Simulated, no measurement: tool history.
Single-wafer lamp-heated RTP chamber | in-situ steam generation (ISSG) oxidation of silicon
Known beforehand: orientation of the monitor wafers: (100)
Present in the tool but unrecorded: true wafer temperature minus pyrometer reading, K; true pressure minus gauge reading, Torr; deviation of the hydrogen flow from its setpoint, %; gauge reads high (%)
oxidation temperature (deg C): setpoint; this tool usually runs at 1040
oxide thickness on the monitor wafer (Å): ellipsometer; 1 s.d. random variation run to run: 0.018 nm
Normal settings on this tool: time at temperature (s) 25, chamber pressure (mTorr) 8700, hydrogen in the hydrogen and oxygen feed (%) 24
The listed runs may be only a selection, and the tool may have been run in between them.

| run | day | oxidation temperature (deg C) | time at temperature (s) | chamber pressure (mTorr) | hydrogen in the hydrogen and oxygen feed (%) | wafers since the last listed run | wafers since the last pyrometer calibration | hours since the pressure gauge was zeroed | hours since the hydrogen flow controller was replaced | hours since the gauge calibration | read-back reference wafer on the same gauge, thickness | oxide thickness on the monitor wafer (Å) |
|---|---|---|---|---|---|---|---|---|---|---|---|---|
| 1 | 0 | 1040 | 25 | 8700 | 20 | 0 | 1309 | 3514.3 | 3417.1 | 140.7 | 6.46 | 72.95 |
| 2 | 0.854 | 1026 | 25 | 8700 | 24 | 339 | 1648 | 3534.8 | 3437.6 | 161.2 | 6.459 | 71.04 |
| 3 | 2.233 | 1040 | 25 | 8700 | 27 | 547 | 2196 | 3567.9 | 3470.7 | 194.3 | 6.465 | 78.67 |
| 4 | 3.496 | 1040 | 25 | 8700 | 27 | 501 | 2697 | 3598.2 | 3501 | 224.6 | 6.458 | 78.73 |
| 5 | 4.767 | 1040 | 25 | 8700 | 24 | 504 | 3202 | 3628.7 | 3531.5 | 255.1 | 6.459 | 76.97 |
| 6 | 6.142 | 1040 | 25 | 8700 | 24 | 546 | 3748 | 3661.7 | 3564.5 | 288.1 | 6.463 | 76.58 |
|  | 6.242 | gauge calibrated |
| 7 | 6.996 | 1040 | 25 | 8700 | 24 | 339 | 4087 | 3682.2 | 3585 | 18.1 | 6.452 | 77.12 |
| 8 | 8.333 | 1040 | 25 | 8700 | 24 | 531 | 4618 | 3714.3 | 3617.1 | 50.2 | 6.462 | 76.73 |
| 9 | 9.196 | 1040 | 25 | 8700 | 24 | 342 | 4961 | 3735 | 3637.8 | 70.9 | 6.463 | 76.97 |
| 10 | 10.488 | 1040 | 25 | 8700 | 32 | 512 | 5474 | 3766 | 3668.8 | 101.9 | 6.464 | 82.7 |
|  | 11.471 | hydrogen flow controller replaced |
|  | 11.804 | pressure gauge zeroed |
| 11 | 11.825 | 1051 | 25 | 8200 | 24 | 266 | 5740 | 0.5 | 8.5 | 134 | 6.458 | 82.02 |
| 12 | 11.842 | 1028 | 21 | 7400 | 28 | 6 | 5747 | 0.9 | 8.9 | 134.4 | 6.461 | 69.18 |

Run 13 comes next. What will it give?
| 13 | 13.117 | 1032 | 25 | 7800 | 24 | 506 | 6253 | 31.5 | 39.5 | 165 | ? | ? |

{"run 13": {"read-back reference wafer on the same gauge, thickness": 6.461, "oxide thickness on the monitor wafer (Å)": 74.18}}
Minus the tool's unlogged condition, the same run would have read oxide thickness on the monitor wafer (Å) 73.36.
